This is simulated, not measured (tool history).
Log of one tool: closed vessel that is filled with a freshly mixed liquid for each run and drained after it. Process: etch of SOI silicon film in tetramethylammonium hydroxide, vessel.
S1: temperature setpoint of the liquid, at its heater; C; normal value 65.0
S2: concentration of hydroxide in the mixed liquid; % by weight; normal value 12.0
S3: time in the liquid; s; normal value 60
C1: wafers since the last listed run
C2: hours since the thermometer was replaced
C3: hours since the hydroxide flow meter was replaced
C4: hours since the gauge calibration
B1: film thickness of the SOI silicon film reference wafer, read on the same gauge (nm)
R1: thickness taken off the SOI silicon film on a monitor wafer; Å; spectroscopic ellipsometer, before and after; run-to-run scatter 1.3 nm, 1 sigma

run	hour	S1	S2	S3	C1	C2	C3	C4	B1	R1
1	0.0	65.0	12.0	60	0	1657.1	1465.0	145.2	30.00	3418.8
2	11.4	65.0	12.0	60	1084	1668.5	1476.4	156.6	30.01	3414.6
3	27.2	65.0	12.0	60	1503	1684.3	1492.2	172.4	30.02	3443.5
4	40.4	65.0	12.0	60	1255	1697.5	1505.4	185.6	30.01	3406.4
5	56.2	60.0	11.0	60	1503	1713.3	1521.2	201.4	30.00	2600.3
6	73.0	60.0	11.0	60	1598	1730.1	1538.0	218.2	30.01	2616.7
7	85.2	60.0	11.0	60	1160	1742.3	1550.2	230.4	29.98	2605.6
8	94.8	65.0	12.0	60	913	1751.9	1559.8	240.0	30.00	3426.5
9	106.3	65.0	12.0	60	1093	1763.4	1571.3	251.5	30.01	3439.9
10	115.5	65.0	12.0	60	875	1772.6	1580.5	260.7	30.01	3427.8
11	130.5	63.0	12.0	85	1426	1787.6	1595.5	275.7	30.01	4339.3
12	137.6	65.0	12.0	85	675	1794.7	1602.6	282.8	30.02	4862.8
13	151.1	65.0	12.0	85	1284	1808.2	1616.1	296.3	30.00	4881.0
14	163.5	65.0	12.0	85	1179	1820.6	1628.5	308.7	30.01	4886.2
15	175.6	65.0	12.0	60	1151	1832.7	1640.6	320.8	30.03	3450.4
16	192.7	65.0	12.0	60	1626	1849.8	1657.7	337.9	30.01	3452.9
17	203.5	65.0	12.0	60	1027	1860.6	1668.5	348.7	30.00	3456.7
18	212.4	71.5	12.0	60	846	1869.5	1677.4	357.6	30.00	5055.9
19	219.3	58.0	10.5	40	656	1876.4	1684.3	364.5	29.99	1586.8
20	233.7	70.0	12.0	50	1369	1890.8	1698.7	378.9	30.00	3888.9
# hour 241.2: gauge calibrated
21	246.4	58.0	12.0	90	1208	1903.5	1711.4	5.2	29.98	3387.8
22	257.1	65.0	12.0	60	1017	1914.2	1722.1	15.9	30.00	3469.1
# hour 258.8: hydroxide flow meter replaced
23	267.7	65.0	10.0	60	913	1924.8	8.9	26.5	29.98	3712.2
24	282.0	65.0	8.5	70	1360	1939.1	23.2	40.8	30.02	4599.0
25	296.9	65.0	12.0	60	1417	1954.0	38.1	55.7	30.01	3486.7
26	312.8	58.0	15.0	30	1512	1969.9	54.0	71.6	30.00	1032.8
# hour 315.2: thermometer replaced
27	339.6	68.0	12.0	75	2454	24.4	80.8	98.4	30.02	4543.6
28	359.5	61.5	9.5	50	1893	44.3	100.7	118.3	29.98	2254.6
29	372.4	61.5	9.5	90	1227	57.2	113.6	131.2	30.02	4025.7
30	387.2	59.0	15.5	35	1407	72.0	128.4	146.0	29.99	1094.6
31	400.3	65.0	11.0	60	1246	85.1	141.5	159.1	30.01	3164.7
32	428.7	72.0	12.0	70	2701	113.5	169.9	187.5	30.04	5431.0
33	438.6	65.0	12.0	60	941	123.4	179.8	197.4	29.99	3058.5
34	452.9	58.0	10.5	40	1360	137.7	194.1	211.7	29.98	1389.3

What if the next run were any one of these 3? Each begins from the tool's condition after run 34:
A	453.6	65.0	12.0	60	66	138.4	194.8	212.4	?	?
B	453.6	70.0	10.0	50	66	138.4	194.8	212.4	?	?
C	453.6	65.0	12.0	95	66	138.4	194.8	212.4	?	?

run	B1	R1
A	30.01	3081.8
B	30.01	3690.9
C	30.01	4879.5
Had the tool no hidden state, the same runs would have come out as:
run	R1
A	3010.1
B	3607.5
C	4766.0
